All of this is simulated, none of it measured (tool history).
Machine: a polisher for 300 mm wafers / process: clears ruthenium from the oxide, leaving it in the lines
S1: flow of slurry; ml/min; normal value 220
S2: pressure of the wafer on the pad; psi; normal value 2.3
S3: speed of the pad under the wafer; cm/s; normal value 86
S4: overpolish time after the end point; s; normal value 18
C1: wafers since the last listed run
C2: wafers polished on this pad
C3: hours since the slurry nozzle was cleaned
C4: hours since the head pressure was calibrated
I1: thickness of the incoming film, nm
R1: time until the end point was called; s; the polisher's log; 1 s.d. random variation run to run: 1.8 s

{"run": 1, "hour": 0.0, "S1": 220, "S2": 2.6, "S3": 86, "S4": 18, "C1": 0, "C2": 89, "C3": 88.4, "C4": 12.6, "I1": 141, "R1": 103.9}
{"run": 2, "hour": 12.7, "S1": 220, "S2": 2.6, "S3": 86, "S4": 18, "C1": 97, "C2": 187, "C3": 101.1, "C4": 25.3, "I1": 140.5, "R1": 102.6}
{"run": 3, "hour": 32.6, "S1": 220, "S2": 2.6, "S3": 86, "S4": 18, "C1": 152, "C2": 339, "C3": 121, "C4": 45.2, "I1": 140.1, "R1": 106}
{"run": 4, "hour": 47.0, "S1": 220, "S2": 2.3, "S3": 94, "S4": 25, "C1": 110, "C2": 450, "C3": 135.4, "C4": 59.6, "I1": 142.5, "R1": 109.9}
{"run": 5, "hour": 73.9, "S1": 220, "S2": 2.3, "S3": 94, "S4": 25, "C1": 206, "C2": 657, "C3": 162.3, "C4": 86.5, "I1": 140.7, "R1": 104}
{"run": 6, "hour": 86.1, "S1": 220, "S2": 2.3, "S3": 86, "S4": 18, "C1": 93, "C2": 750, "C3": 174.5, "C4": 98.7, "I1": 138.3, "R1": 113.3}
{"run": 7, "hour": 111.7, "S1": 220, "S2": 2.3, "S3": 86, "S4": 18, "C1": 196, "C2": 947, "C3": 200.1, "C4": 124.3, "I1": 139.3, "R1": 112}
{"hour": 125.1, "done": "worn pad replaced by a new one"}
{"run": 8, "hour": 128.5, "S1": 220, "S2": 2.3, "S3": 86, "S4": 18, "C1": 98, "C2": 25, "C3": 216.9, "C4": 141.1, "I1": 140.6, "R1": 115.4}
{"run": 9, "hour": 155.5, "S1": 220, "S2": 2.3, "S3": 94, "S4": 18, "C1": 207, "C2": 233, "C3": 243.9, "C4": 168.1, "I1": 140.9, "R1": 105.7}
{"run": 10, "hour": 178.6, "S1": 220, "S2": 2.3, "S3": 94, "S4": 18, "C1": 177, "C2": 410, "C3": 267, "C4": 191.2, "I1": 141, "R1": 105.4}
{"run": 11, "hour": 211.7, "S1": 220, "S2": 2.3, "S3": 94, "S4": 18, "C1": 254, "C2": 665, "C3": 300.1, "C4": 224.3, "I1": 140.4, "R1": 104.5}
{"run": 12, "hour": 227.6, "S1": 220, "S2": 2.3, "S3": 86, "S4": 18, "C1": 122, "C2": 787, "C3": 316, "C4": 240.2, "I1": 139.9, "R1": 113.9}
{"run": 13, "hour": 241.2, "S1": 220, "S2": 2.3, "S3": 86, "S4": 21, "C1": 104, "C2": 891, "C3": 329.6, "C4": 253.8, "I1": 141.5, "R1": 113.5}
{"run": 14, "hour": 274.1, "S1": 220, "S2": 2.3, "S3": 86, "S4": 18, "C1": 252, "C2": 1144, "C3": 362.5, "C4": 286.7, "I1": 139.4, "R1": 113.3}
{"hour": 284.3, "done": "worn pad replaced by a new one"}
{"run": 15, "hour": 307.3, "S1": 220, "S2": 2.3, "S3": 86, "S4": 18, "C1": 224, "C2": 176, "C3": 395.7, "C4": 319.9, "I1": 140.4, "R1": 115.1}

What does the tool deliver on the next run?
{"hour": 334.6, "done": "slurry nozzle cleaned"}
{"run": 16, "hour": 339.9, "S1": 150, "S2": 1.6, "S3": 100, "S4": 14, "C1": 242, "C2": 419, "C3": 5.3, "C4": 352.5, "I1": 141.4, "R1": "?"}

R1: 136.4 s
Take away the tool's hidden state, keep the run-to-run variation as it was, and the same run would have given R1 136.4 s.

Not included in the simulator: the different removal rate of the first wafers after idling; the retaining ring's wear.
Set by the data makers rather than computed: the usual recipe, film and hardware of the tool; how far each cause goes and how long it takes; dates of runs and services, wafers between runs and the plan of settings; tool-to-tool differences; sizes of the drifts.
